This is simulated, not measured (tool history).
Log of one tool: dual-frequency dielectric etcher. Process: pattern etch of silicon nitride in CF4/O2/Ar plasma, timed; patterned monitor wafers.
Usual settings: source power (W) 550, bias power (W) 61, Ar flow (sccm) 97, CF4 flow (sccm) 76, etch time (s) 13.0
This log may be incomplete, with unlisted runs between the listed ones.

run,hour,source power (W),bias power (W),Ar flow (sccm),CF4 flow (sccm),etch time (s),"read-back reference wafer on the same gauge, depth_nm",mean etch depth across the wafer (angstrom)
1,0.0,550,61,97,76,13.0,28.22,267.4
2,91.9,610,61,97,76,13.0,28.17,293.9
3,168.6,550,61,106,76,12.0,28.23,244.4
4,210.4,550,61,97,76,13.0,28.18,266.8
5,260.4,550,61,97,76,13.0,28.22,267.3
# hour 288.9: wet clean of the chamber
# hour 290.9: gauge calibrated
6,336.1,550,61,97,76,13.0,28.21,267.1
7,401.0,550,61,97,76,13.0,28.22,267.8
# hour 454.5: upper electrode replaced
8,455.0,550,61,113,76,13.0,28.20,262.4
9,494.0,550,61,97,76,13.0,28.17,268.1
10,565.4,430,61,110,62,13.0,28.16,200.6
11,605.5,550,61,104,76,14.5,28.16,296.5
# hour 617.6: CF4 flow controller replaced
12,709.7,440,61,97,58,13.0,28.23,210.5
# hour 760.0: bias power generator calibrated
# hour 792.9: wet clean of the chamber
13,793.4,680,50,97,92,9.5,28.21,229.4
# hour 866.1: Ar flow controller replaced
14,917.0,550,61,97,76,13.0,28.16,270.6
15,956.5,550,61,106,92,13.0,28.24,274.8
16,1014.0,600,47,97,76,13.0,28.20,261.0
# hour 1086.3: source power generator calibrated
17,1106.1,550,66,97,76,13.0,28.17,277.0
18,1194.0,550,61,97,76,13.0,28.21,267.9
# hour 1324.5: wet clean of the chamber
19,1430.2,550,61,97,76,13.0,28.21,267.7
20,1495.7,550,74,97,87,13.0,28.19,295.7

Same runs, no hidden state in the tool, same run-to-run variation:
Hidden conditions of the tool in this case: etch rate over this chamber's usual, %; source power that arrives over what is set, %; bias power that arrives over what is set, %; Ar flow that arrives over what is set, %; CF4 flow that arrives over what is set, %; gauge reads high (%).
run,mean etch depth across the wafer (angstrom)
1,270.7
2,297.8
3,247.8
4,270.5
5,271.0
6,270.9
7,271.7
8,266.4
9,272.0
10,203.7
11,301.0
12,210.7
13,230.1
14,272.0
15,276.3
16,262.9
17,279.0
18,270.2
19,270.5
20,298.4
